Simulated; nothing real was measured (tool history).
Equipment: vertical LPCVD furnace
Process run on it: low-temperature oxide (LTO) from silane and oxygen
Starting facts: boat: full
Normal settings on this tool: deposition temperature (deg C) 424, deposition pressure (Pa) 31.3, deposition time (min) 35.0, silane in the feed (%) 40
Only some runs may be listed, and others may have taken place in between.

| run | day | deposition temperature (deg C) | deposition pressure (Pa) | deposition time (min) | silane in the feed (%) | read-back reference wafer on the same gauge, thickness | film thickness on the monitor wafer in the middle of the boat (angstrom) |
|---|---|---|---|---|---|---|---|
| 1 | 0.000 | 424 | 31.3 | 35.0 | 36 | 502.36 | 3742.3 |
| 2 | 1.025 | 424 | 31.3 | 35.0 | 36 | 503.55 | 3745.2 |
| 3 | 1.950 | 424 | 31.3 | 35.0 | 36 | 502.72 | 3748.4 |
| 4 | 6.083 | 424 | 31.3 | 35.0 | 40 | 503.50 | 4284.0 |
| 5 | 7.300 | 424 | 31.3 | 35.0 | 40 | 503.02 | 4272.9 |
| 6 | 8.042 | 424 | 31.3 | 35.0 | 40 | 503.05 | 4264.8 |
| 7 | 8.875 | 431 | 31.3 | 35.0 | 40 | 502.41 | 4573.8 |
| 8 | 9.600 | 431 | 31.3 | 35.0 | 40 | 503.51 | 4555.9 |
| 9 | 10.983 | 424 | 31.3 | 41.0 | 40 | 502.81 | 4955.7 |
| 10 | 12.292 | 417 | 37.3 | 45.0 | 35 | 502.36 | 5117.8 |
| 11 | 12.825 | 424 | 24.0 | 45.5 | 40 | 503.75 | 4248.9 |
| 12 | 13.842 | 429 | 31.3 | 48.5 | 44 | 502.46 | 6862.1 |
| 13 | 15.150 | 424 | 31.3 | 35.0 | 40 | 501.79 | 4225.4 |
|  | 15.817 | gauge calibrated |
|  | 16.462 | thermocouples replaced and temperature profile calibrated |
| 14 | 16.483 | 424 | 37.3 | 29.0 | 43 | 503.38 | 4551.2 |
| 15 | 17.621 | 424 | 31.3 | 35.0 | 32 | 502.87 | 3180.7 |
| 16 | 18.192 | 413 | 31.3 | 35.0 | 40 | 503.57 | 3797.8 |
| 17 | 19.629 | 424 | 31.3 | 46.5 | 40 | 502.68 | 5670.6 |
|  | 21.079 | silane flow controller replaced |
| 18 | 21.100 | 424 | 31.3 | 35.0 | 40 | 503.90 | 4434.3 |
| 19 | 22.317 | 420 | 31.3 | 42.0 | 43 | 502.40 | 5530.5 |
| 20 | 23.121 | 418 | 24.7 | 23.0 | 40 | 502.57 | 2161.5 |
| 21 | 24.262 | 430 | 31.3 | 35.0 | 40 | 502.62 | 4700.9 |
| 22 | 24.888 | 429 | 26.7 | 21.5 | 42 | 503.05 | 2571.5 |
| 23 | 25.471 | 424 | 31.3 | 35.0 | 40 | 503.58 | 4440.8 |
| 24 | 26.700 | 424 | 25.3 | 22.0 | 47 | 502.49 | 2649.4 |
| 25 | 27.858 | 424 | 31.3 | 35.0 | 40 | 504.21 | 4443.7 |
| 26 | 29.175 | 420 | 38.0 | 35.0 | 46 | 503.16 | 5906.6 |
| 27 | 29.908 | 418 | 27.3 | 35.0 | 33 | 502.74 | 2847.1 |
| 28 | 31.150 | 434 | 34.7 | 24.0 | 34 | 503.49 | 3063.7 |
| 29 | 31.996 | 424 | 31.3 | 41.0 | 40 | 502.76 | 5156.6 |
| 30 | 32.825 | 413 | 36.7 | 35.0 | 40 | 502.78 | 4626.8 |
| 31 | 33.562 | 424 | 31.3 | 35.0 | 40 | 502.78 | 4409.9 |
| 32 | 35.021 | 424 | 31.3 | 35.0 | 40 | 502.89 | 4402.2 |

Here are 3 independent what-if runs from the current tool condition. What would each one return?
| A | 35.179 | 424 | 31.3 | 25.0 | 40 | ? | ? |
| B | 35.179 | 424 | 31.3 | 45.5 | 40 | ? | ? |
| C | 35.179 | 419 | 33.3 | 41.0 | 46 | ? | ? |

| run | read-back reference wafer on the same gauge, thickness | film thickness on the monitor wafer in the middle of the boat (angstrom) |
|---|---|---|
| A | 502.95 | 3163.6 |
| B | 502.95 | 5757.7 |
| C | 502.95 | 6061.6 |
Without the tool's unlogged condition, the same runs would have read:
| run | film thickness on the monitor wafer in the middle of the boat (angstrom) |
|---|---|
| A | 3175.7 |
| B | 5779.7 |
| C | 6078.8 |
